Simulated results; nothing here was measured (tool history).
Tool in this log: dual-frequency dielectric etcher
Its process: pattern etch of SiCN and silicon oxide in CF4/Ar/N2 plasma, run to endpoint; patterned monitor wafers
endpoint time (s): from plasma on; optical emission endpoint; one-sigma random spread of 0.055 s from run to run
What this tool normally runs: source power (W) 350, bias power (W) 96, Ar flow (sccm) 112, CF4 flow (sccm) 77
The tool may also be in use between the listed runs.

run	hour	source power (W)	bias power (W)	Ar flow (sccm)	CF4 flow (sccm)	wafers since the last listed run	hours since the last wet clean	hours since the last source power generator calibration	hours since the last bias power generator calibration	hours since the last Ar flow controller change	hours since the last CF4 flow controller change	hours since the last upper electrode change	incoming incoming film thickness, nm	endpoint time (s)
1	0.0	350	96	112	77	0	23.3	2026.6	2132.7	5575.9	2533.0	2239.4	14.40	19.0
2	18.3	350	96	112	77	348	41.6	2044.9	2151.0	5594.2	2551.3	2257.7	14.42	19.0
3	47.8	350	96	112	77	561	71.1	2074.4	2180.5	5623.7	2580.8	2287.2	14.36	19.1
4	76.7	350	96	112	77	550	100.0	2103.3	2209.4	5652.6	2609.7	2316.1	14.32	19.0
5	96.3	350	96	112	77	373	119.6	2122.9	2229.0	5672.2	2629.3	2335.7	14.26	18.8
6	112.9	350	110	112	77	316	136.2	2139.5	2245.6	5688.8	2645.9	2352.3	14.30	18.1
7	171.7	350	96	112	77	1120	195.0	2198.3	2304.4	5747.6	2704.7	2411.1	14.26	19.0
8	200.3	350	112	112	77	544	223.6	2226.9	2333.0	5776.2	2733.3	2439.7	14.38	18.2
# hour 206.7: CF4 flow controller replaced
9	213.7	350	96	112	77	140	237.0	2240.3	2346.4	5789.6	7.0	2453.1	14.25	19.1
# hour 260.7: Ar flow controller replaced
# hour 266.3: upper electrode replaced
10	266.8	350	96	112	77	791	290.1	2293.4	2399.5	6.1	60.1	0.5	14.20	19.1
# hour 320.8: source power generator calibrated
11	325.8	350	84	121	77	1047	349.1	5.0	2458.5	65.1	119.1	59.5	14.31	19.5
# hour 358.3: wet clean of the chamber
12	358.8	350	96	112	77	171	0.5	38.0	2491.5	98.1	152.1	92.5	14.35	18.3
13	378.7	350	96	96	66	379	20.4	57.9	2511.4	118.0	172.0	112.4	14.30	18.4
# hour 395.4: bias power generator calibrated
14	402.5	350	96	130	77	377	44.2	81.7	7.1	141.8	195.8	136.2	14.29	18.5
15	429.1	350	96	112	77	506	70.8	108.3	33.7	168.4	222.4	162.8	14.30	18.4

Run 16, settings as shown, results not yet in. Your forecast:
16	449.2	430	89	84	65	382	90.9	128.4	53.8	188.5	242.5	182.9	14.23	?

Run 16 gave endpoint time (s) 15.1.
Without the tool's hidden state the same run would have given endpoint time (s) 15.0.

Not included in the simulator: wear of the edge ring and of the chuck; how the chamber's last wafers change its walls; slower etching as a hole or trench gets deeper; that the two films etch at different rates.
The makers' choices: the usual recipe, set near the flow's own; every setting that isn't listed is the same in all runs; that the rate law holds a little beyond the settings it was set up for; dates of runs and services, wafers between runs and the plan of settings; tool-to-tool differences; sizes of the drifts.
